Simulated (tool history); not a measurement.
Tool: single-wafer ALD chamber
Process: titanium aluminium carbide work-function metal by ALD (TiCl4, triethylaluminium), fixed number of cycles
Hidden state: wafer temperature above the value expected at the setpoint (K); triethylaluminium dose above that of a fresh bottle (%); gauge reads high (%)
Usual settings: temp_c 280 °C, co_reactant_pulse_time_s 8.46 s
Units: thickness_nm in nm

run,day,temp_c,co_reactant_pulse_time_s,wafers since the last listed run,hours since the last thermocouple change,hours since the last triethylaluminium bottle change,hours since the showerhead was replaced,hours since the gauge calibration,"read-back reference wafer on the same gauge, thickness_nm",thickness_nm
1,0.000,270,8.46,0,2563.0,736.3,4699.4,1037.8,1.721,1.675
2,0.892,270,8.46,341,2584.4,757.7,4720.8,1059.2,1.719,1.664
# day 1.396: showerhead replaced
3,2.212,272,7.12,378,2616.1,789.4,19.6,1090.9,1.720,1.625
# day 2.400: gauge calibrated
# day 3.188: triethylaluminium bottle replaced
4,3.300,284,7.52,289,2642.2,2.7,45.7,21.6,1.718,1.792
5,4.700,284,7.52,536,2675.8,36.3,79.3,55.2,1.720,1.787
6,5.992,284,7.52,495,2706.8,67.3,110.3,86.2,1.719,1.795
7,6.808,280,8.46,313,2726.4,86.9,129.9,105.8,1.719,1.784
8,7.546,280,9.90,282,2744.1,104.6,147.6,123.5,1.720,1.826
9,11.871,265,5.68,1658,2847.9,208.4,251.4,227.3,1.719,1.566
10,13.217,276,11.06,516,2880.2,240.7,283.7,259.6,1.720,1.811
11,14.079,267,6.98,330,2900.9,261.4,304.4,280.3,1.720,1.635
12,14.708,272,8.46,241,2916.0,276.5,319.5,295.4,1.720,1.734
13,15.721,269,7.55,388,2940.3,300.8,343.8,319.7,1.721,1.673
14,16.225,294,8.46,193,2952.4,312.9,355.9,331.8,1.720,1.880
# day 17.779: thermocouple changed; heater temperature recalibrated
15,17.800,291,8.46,476,0.5,350.7,393.7,369.6,1.720,1.878
16,18.754,266,7.16,365,23.4,373.6,416.6,392.5,1.719,1.634
17,19.775,280,8.46,391,47.9,398.1,441.1,417.0,1.721,1.782
18,21.088,275,10.17,503,79.4,429.6,472.6,448.5,1.719,1.777
19,21.804,280,8.46,274,96.6,446.8,489.8,465.7,1.719,1.775
20,22.392,272,8.46,225,110.7,460.9,503.9,479.8,1.721,1.704
21,23.779,284,9.86,532,144.0,494.2,537.2,513.1,1.721,1.843
22,24.679,280,6.15,345,165.6,515.8,558.8,534.7,1.720,1.669
23,25.658,280,8.46,375,189.1,539.3,582.3,558.2,1.721,1.769
24,26.683,280,8.46,393,213.7,563.9,606.9,582.8,1.720,1.757
25,27.583,271,11.22,345,235.3,585.5,628.5,604.4,1.719,1.758
26,28.721,270,5.08,436,262.6,612.8,655.8,631.7,1.719,1.518
27,30.079,289,6.98,520,295.2,645.4,688.4,664.3,1.719,1.751
28,30.912,284,8.46,319,315.2,665.4,708.4,684.3,1.720,1.785
29,32.092,280,8.46,452,343.5,693.7,736.7,712.6,1.720,1.765
30,32.967,280,8.46,335,364.5,714.7,757.7,733.6,1.721,1.747
# day 33.629: triethylaluminium bottle replaced
31,34.350,290,8.46,402,397.7,17.3,790.9,766.8,1.720,1.860
32,35.467,280,8.46,428,424.5,44.1,817.7,793.6,1.719,1.795
33,38.758,287,11.62,1262,503.5,123.1,896.7,872.6,1.720,1.904

4 ways to go on from here, each from the tool as it stands after run 33. What would each give?
A,38.775,280,11.08,6,503.9,123.5,897.1,873.0,?,?
B,38.775,280,9.40,6,503.9,123.5,897.1,873.0,?,?
C,38.775,273,11.22,6,503.9,123.5,897.1,873.0,?,?
D,38.775,288,8.46,6,503.9,123.5,897.1,873.0,?,?

run,"read-back reference wafer on the same gauge, thickness_nm",thickness_nm
A,1.720,1.842
B,1.720,1.811
C,1.720,1.791
D,1.720,1.846
Without the tool's hidden state the same runs would have given:
run,thickness_nm
A,1.844
B,1.815
C,1.793
D,1.850

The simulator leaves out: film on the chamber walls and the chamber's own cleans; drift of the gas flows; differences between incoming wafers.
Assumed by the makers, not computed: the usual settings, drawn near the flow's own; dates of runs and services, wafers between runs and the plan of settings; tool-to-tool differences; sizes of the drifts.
